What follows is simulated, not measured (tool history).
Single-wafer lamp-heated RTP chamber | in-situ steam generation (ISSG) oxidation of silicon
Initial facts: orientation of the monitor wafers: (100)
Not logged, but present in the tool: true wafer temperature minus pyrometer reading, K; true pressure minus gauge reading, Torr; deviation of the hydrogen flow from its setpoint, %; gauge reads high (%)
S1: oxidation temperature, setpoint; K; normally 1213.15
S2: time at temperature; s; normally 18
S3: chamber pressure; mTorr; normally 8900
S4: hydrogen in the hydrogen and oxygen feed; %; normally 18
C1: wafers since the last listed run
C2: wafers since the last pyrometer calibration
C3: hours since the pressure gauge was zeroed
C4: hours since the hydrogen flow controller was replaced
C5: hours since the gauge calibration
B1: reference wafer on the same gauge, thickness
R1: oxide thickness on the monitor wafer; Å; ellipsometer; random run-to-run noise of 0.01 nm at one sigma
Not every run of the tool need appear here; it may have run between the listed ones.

{"run": 1, "hour": 0.0, "S1": 1213.15, "S2": 18, "S3": 8900, "S4": 18, "C1": 0, "C2": 2401, "C3": 1297.9, "C4": 5993.8, "C5": 43.2, "B1": 3.721, "R1": 36.32}
{"run": 2, "hour": 17.0, "S1": 1213.15, "S2": 18, "S3": 8900, "S4": 18, "C1": 150, "C2": 2552, "C3": 1314.9, "C4": 6010.8, "C5": 60.2, "B1": 3.72, "R1": 36.34}
{"run": 3, "hour": 30.1, "S1": 1213.15, "S2": 18, "S3": 8900, "S4": 18, "C1": 116, "C2": 2668, "C3": 1328, "C4": 6023.9, "C5": 73.3, "B1": 3.719, "R1": 36.24}
{"run": 4, "hour": 44.0, "S1": 1213.15, "S2": 18, "S3": 8900, "S4": 18, "C1": 123, "C2": 2792, "C3": 1341.9, "C4": 6037.8, "C5": 87.2, "B1": 3.722, "R1": 36.15}
{"hour": 64.7, "done": "hydrogen flow controller replaced"}
{"run": 5, "hour": 83.7, "S1": 1213.15, "S2": 18, "S3": 8900, "S4": 18, "C1": 281, "C2": 3073, "C3": 1381.6, "C4": 19, "C5": 126.9, "B1": 3.721, "R1": 36.5}
{"run": 6, "hour": 99.8, "S1": 1213.15, "S2": 18, "S3": 8900, "S4": 18, "C1": 142, "C2": 3216, "C3": 1397.7, "C4": 35.1, "C5": 143, "B1": 3.719, "R1": 36.41}
{"hour": 112.1, "done": "pyrometer window cleaned and pyrometer calibrated"}
{"hour": 119.4, "done": "pressure gauge zeroed"}
{"run": 7, "hour": 119.9, "S1": 1213.15, "S2": 18, "S3": 8000, "S4": 18, "C1": 42, "C2": 4, "C3": 0.5, "C4": 55.2, "C5": 163.1, "B1": 3.718, "R1": 35.83}
{"hour": 127.6, "done": "gauge calibrated"}
{"run": 8, "hour": 131.9, "S1": 1213.15, "S2": 15, "S3": 8900, "S4": 11, "C1": 106, "C2": 110, "C3": 12.5, "C4": 67.2, "C5": 4.3, "B1": 3.719, "R1": 29.91}
{"run": 9, "hour": 146.9, "S1": 1213.15, "S2": 16, "S3": 8900, "S4": 18, "C1": 133, "C2": 243, "C3": 27.5, "C4": 82.2, "C5": 19.3, "B1": 3.721, "R1": 34.3}
{"run": 10, "hour": 153.6, "S1": 1196.15, "S2": 13, "S3": 7700, "S4": 26, "C1": 59, "C2": 303, "C3": 34.2, "C4": 88.9, "C5": 26, "B1": 3.719, "R1": 33.24}
{"run": 11, "hour": 165.3, "S1": 1219.15, "S2": 12, "S3": 8400, "S4": 11, "C1": 103, "C2": 407, "C3": 45.9, "C4": 100.6, "C5": 37.7, "B1": 3.718, "R1": 27.88}
{"run": 12, "hour": 176.8, "S1": 1200.15, "S2": 18, "S3": 8900, "S4": 26, "C1": 102, "C2": 509, "C3": 57.4, "C4": 112.1, "C5": 49.2, "B1": 3.718, "R1": 37.59}
{"run": 13, "hour": 188.0, "S1": 1213.15, "S2": 18, "S3": 8900, "S4": 18, "C1": 99, "C2": 608, "C3": 68.6, "C4": 123.3, "C5": 60.4, "B1": 3.719, "R1": 35.74}
{"run": 14, "hour": 195.3, "S1": 1200.15, "S2": 18, "S3": 10200, "S4": 14, "C1": 64, "C2": 673, "C3": 75.9, "C4": 130.6, "C5": 67.7, "B1": 3.722, "R1": 32.33}
{"run": 15, "hour": 203.1, "S1": 1213.15, "S2": 18, "S3": 8900, "S4": 18, "C1": 69, "C2": 742, "C3": 83.7, "C4": 138.4, "C5": 75.5, "B1": 3.721, "R1": 36.02}

Consider 3 possible next runs. They are alternatives, not a sequence: every one starts from the tool as it was left by run 15. What does each give?
{"run": "A", "hour": 203.5, "S1": 1213.15, "S2": 18, "S3": 8900, "S4": 18, "C1": 3, "C2": 746, "C3": 84.1, "C4": 138.8, "C5": 75.9, "B1": "?", "R1": "?"}
{"run": "B", "hour": 203.5, "S1": 1201.15, "S2": 22, "S3": 7400, "S4": 11, "C1": 3, "C2": 746, "C3": 84.1, "C4": 138.8, "C5": 75.9, "B1": "?", "R1": "?"}
{"run": "C", "hour": 203.5, "S1": 1220.15, "S2": 15, "S3": 9500, "S4": 18, "C1": 3, "C2": 746, "C3": 84.1, "C4": 138.8, "C5": 75.9, "B1": "?", "R1": "?"}

run=A B1=3.719 R1=35.89
run=B B1=3.719 R1=34
run=C B1=3.719 R1=33.81
With the hidden condition removed and each run's random variation left untouched, the same runs would have given:
run=A R1=35.62
run=B R1=33.73
run=C R1=33.55

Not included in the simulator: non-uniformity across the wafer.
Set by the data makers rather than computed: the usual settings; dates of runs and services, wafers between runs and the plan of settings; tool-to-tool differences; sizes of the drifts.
